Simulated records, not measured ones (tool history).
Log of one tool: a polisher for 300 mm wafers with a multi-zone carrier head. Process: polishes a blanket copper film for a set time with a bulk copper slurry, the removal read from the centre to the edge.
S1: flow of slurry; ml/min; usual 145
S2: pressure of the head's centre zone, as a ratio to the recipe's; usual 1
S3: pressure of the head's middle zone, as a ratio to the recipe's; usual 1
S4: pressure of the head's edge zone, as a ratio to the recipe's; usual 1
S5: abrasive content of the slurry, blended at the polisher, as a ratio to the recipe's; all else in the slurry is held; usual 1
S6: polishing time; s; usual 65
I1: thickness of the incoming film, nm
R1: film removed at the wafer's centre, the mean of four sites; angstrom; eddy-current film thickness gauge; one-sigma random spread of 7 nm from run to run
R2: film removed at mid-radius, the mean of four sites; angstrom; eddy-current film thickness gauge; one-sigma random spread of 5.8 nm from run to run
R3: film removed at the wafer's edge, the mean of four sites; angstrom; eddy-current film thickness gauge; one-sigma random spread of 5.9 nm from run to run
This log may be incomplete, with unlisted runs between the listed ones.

run    hour   S1    S2    S3    S4    S5  S6      I1    R1    R2    R3
  1       0  145     1     1     1     1  82  4431.5  6788  7145  7261
       31.1  -- worn pad replaced by a new one
  2    70.9  145     1     1     1     1  65    4496  5517  5608  5785
  3     142  145     1     1     1     1  65  4555.7  5658  5584  5674
  4     203  145     1     1     1     1  65  4571.1  5505  5618  5709
        215  -- slurry nozzle cleaned
      231.8  -- worn pad replaced by a new one
  5   240.8  145     1     1     1     1  65  4442.4  5504  5579  5530
  6   293.8  180     1     1     1     1  77  4419.5  6815  6951  6948
      337.4  -- edge zone pressure recalibrated
  7   356.7  105     1     1     1     1  65  4509.7  5070  5211  5446
      428.9  -- centre zone pressure recalibrated
      457.9  -- worn pad replaced by a new one
  8     528  145     1     1     1   1.1  65  4521.7  5566  5776  5881
  9   591.7  145  1.09     1     1     1  65    4453  5892  5602  5680
 10   654.5  145  0.91     1  0.96     1  65  4557.4  5081  5702  5639
        670  -- worn pad replaced by a new one
 11   701.7  145     1     1     1     1  65  4494.6  5431  5523  5716
      708.7  -- slurry nozzle cleaned
 12   765.5  145     1     1     1     1  65  4474.8  5586  5538  5692
 13   815.4  180     1     1     1     1  72  4521.4  6368  6482  6479
 14   875.6  145     1     1     1  0.75  65  4493.8  5189  5238  5357
        883  -- carrier head's membrane replaced by a new one
      890.6  -- edge zone pressure recalibrated
      898.8  -- worn pad replaced by a new one
 15   940.8  145  1.03   1.1     1     1  65  4479.8  5692  6146  5685
 16    1001  165     1     1  1.04     1  65  4417.1  5707  5788  5805
 17  1033.2  145     1     1     1     1  65    4506  5548  5627  5695
 18  1081.1  145   0.9  0.92     1     1  65  4439.4  5059  5158  5671
     1109.7  -- worn pad replaced by a new one
       1133  -- slurry nozzle cleaned
 19  1134.9  145     1     1     1     1  65  4510.5  5558  5599  5699

Predict each of these 5 candidate next runs independently; none follows another, all start after run 19:
  A  1135.3  145     1     1   1    1  45  4455.9   ?   ?   ?
  B  1135.3  145  1.07   0.9   1  1.3  65  4455.9   ?   ?   ?
  C  1135.3  145  0.93     1   1    1  65  4455.9   ?   ?   ?
  D  1135.3  145     1  1.05   1    1  65  4455.9   ?   ?   ?
  E  1135.3  195  1.06     1   1    1  65  4455.9   ?   ?   ?

run    R1    R2    R3
  A  3790  3888  3998
  B  6156  5484  6169
  C  5174  5618  5775
  D  5476  5853  5771
  E  6093  5929  6009
Take away the tool's hidden state, keep each run's random variation, and the runs would have read:
run    R1    R2    R3
  A  3790  3888  3998
  B  6156  5484  6169
  C  5174  5618  5775
  D  5476  5853  5771
  E  6093  5929  6009
